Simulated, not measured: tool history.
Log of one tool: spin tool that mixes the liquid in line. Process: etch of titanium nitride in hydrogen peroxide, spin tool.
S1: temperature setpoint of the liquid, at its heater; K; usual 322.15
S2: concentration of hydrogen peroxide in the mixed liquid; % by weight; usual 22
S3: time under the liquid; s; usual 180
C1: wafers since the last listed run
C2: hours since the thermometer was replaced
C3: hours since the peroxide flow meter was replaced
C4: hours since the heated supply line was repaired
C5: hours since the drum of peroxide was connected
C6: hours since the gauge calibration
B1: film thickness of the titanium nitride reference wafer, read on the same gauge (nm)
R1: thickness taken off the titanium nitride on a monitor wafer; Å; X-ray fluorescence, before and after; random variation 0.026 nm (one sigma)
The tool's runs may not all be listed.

| run | hour | S1 | S2 | S3 | C1 | C2 | C3 | C4 | C5 | C6 | B1 | R1 |
|---|---|---|---|---|---|---|---|---|---|---|---|---|
| 1 | 0 | 322.15 | 19.5 | 180 | 0 | 803.5 | 13.1 | 1769.7 | 946.6 | 50.3 | 60.001 | 39.34 |
|  | 16.9 | heated supply line repaired |
| 2 | 27.3 | 322.15 | 19.5 | 180 | 146 | 830.8 | 40.4 | 10.4 | 973.9 | 77.6 | 60.054 | 39.27 |
| 3 | 53.3 | 322.15 | 22 | 180 | 144 | 856.8 | 66.4 | 36.4 | 999.9 | 103.6 | 59.992 | 39.9 |
| 4 | 70.5 | 322.15 | 22 | 180 | 95 | 874 | 83.6 | 53.6 | 1017.1 | 120.8 | 59.96 | 40.35 |
|  | 85 | new drum of peroxide connected |
| 5 | 100.2 | 322.15 | 17 | 150 | 160 | 903.7 | 113.3 | 83.3 | 15.2 | 150.5 | 59.985 | 32 |
| 6 | 129.8 | 329.65 | 18.5 | 110 | 165 | 933.3 | 142.9 | 112.9 | 44.8 | 180.1 | 60.016 | 40.44 |
| 7 | 143.9 | 329.15 | 27 | 180 | 78 | 947.4 | 157 | 127 | 58.9 | 194.2 | 59.988 | 69.06 |
| 8 | 166.9 | 322.15 | 18 | 180 | 128 | 970.4 | 180 | 150 | 81.9 | 217.2 | 60.016 | 38.78 |
| 9 | 202.7 | 322.15 | 22 | 135 | 199 | 1006.2 | 215.8 | 185.8 | 117.7 | 253 | 59.966 | 30.64 |
| 10 | 224.1 | 329.15 | 22 | 180 | 119 | 1027.6 | 237.2 | 207.2 | 139.1 | 274.4 | 60.008 | 66.22 |
| 11 | 248.3 | 332.15 | 27.5 | 120 | 134 | 1051.8 | 261.4 | 231.4 | 163.3 | 298.6 | 60.049 | 56.94 |
| 12 | 285.2 | 322.15 | 22 | 180 | 205 | 1088.7 | 298.3 | 268.3 | 200.2 | 335.5 | 60.008 | 40.26 |
|  | 303.7 | thermometer replaced |
| 13 | 310.8 | 322.15 | 27 | 180 | 137 | 7.1 | 323.9 | 293.9 | 225.8 | 361.1 | 60.037 | 42.17 |
| 14 | 326.9 | 317.65 | 24.5 | 100 | 89 | 23.2 | 340 | 310 | 241.9 | 377.2 | 59.947 | 16.39 |
| 15 | 342.9 | 328.15 | 24.5 | 180 | 89 | 39.2 | 356 | 326 | 257.9 | 393.2 | 60.01 | 64.26 |
| 16 | 367.8 | 322.15 | 19.5 | 75 | 138 | 64.1 | 380.9 | 350.9 | 282.8 | 418.1 | 59.989 | 16.4 |
| 17 | 403.2 | 316.65 | 26.5 | 135 | 197 | 99.5 | 416.3 | 386.3 | 318.2 | 453.5 | 59.984 | 20.98 |
| 18 | 422.6 | 322.15 | 22 | 180 | 108 | 118.9 | 435.7 | 405.7 | 337.6 | 472.9 | 60.034 | 40.39 |
| 19 | 440.7 | 327.65 | 19.5 | 180 | 100 | 137 | 453.8 | 423.8 | 355.7 | 491 | 60.01 | 57.91 |
| 20 | 523 | 331.65 | 25.5 | 110 | 458 | 219.3 | 536.1 | 506.1 | 438 | 573.3 | 60.012 | 49.69 |
| 21 | 558.8 | 322.15 | 22 | 180 | 199 | 255.1 | 571.9 | 541.9 | 473.8 | 609.1 | 60.047 | 40.05 |
| 22 | 581.9 | 315.65 | 25.5 | 120 | 128 | 278.2 | 595 | 565 | 496.9 | 632.2 | 60.052 | 17.32 |
| 23 | 597.9 | 322.15 | 22 | 180 | 89 | 294.2 | 611 | 581 | 512.9 | 648.2 | 59.958 | 40.05 |
| 24 | 612.9 | 322.15 | 27 | 120 | 83 | 309.2 | 626 | 596 | 527.9 | 663.2 | 59.99 | 28.2 |
| 25 | 628.3 | 312.65 | 27.5 | 145 | 85 | 324.6 | 641.4 | 611.4 | 543.3 | 678.6 | 60.014 | 16.81 |
| 26 | 662.7 | 322.15 | 22 | 180 | 191 | 359 | 675.8 | 645.8 | 577.7 | 713 | 59.989 | 40.33 |

Forecast each of these 3 alternatives for the next run:
| A | 663.2 | 322.15 | 22 | 180 | 2 | 359.5 | 676.3 | 646.3 | 578.2 | 713.5 | ? | ? |
| B | 663.2 | 316.15 | 16.5 | 100 | 2 | 359.5 | 676.3 | 646.3 | 578.2 | 713.5 | ? | ? |
| C | 663.2 | 331.65 | 18.5 | 125 | 2 | 359.5 | 676.3 | 646.3 | 578.2 | 713.5 | ? | ? |

| run | B1 | R1 |
|---|---|---|
| A | 59.997 | 40.59 |
| B | 59.997 | 13.6 |
| C | 59.997 | 53.11 |
Without the tool's hidden state the same runs would have given:
| run | R1 |
|---|---|
| A | 40.59 |
| B | 13.6 |
| C | 53.11 |
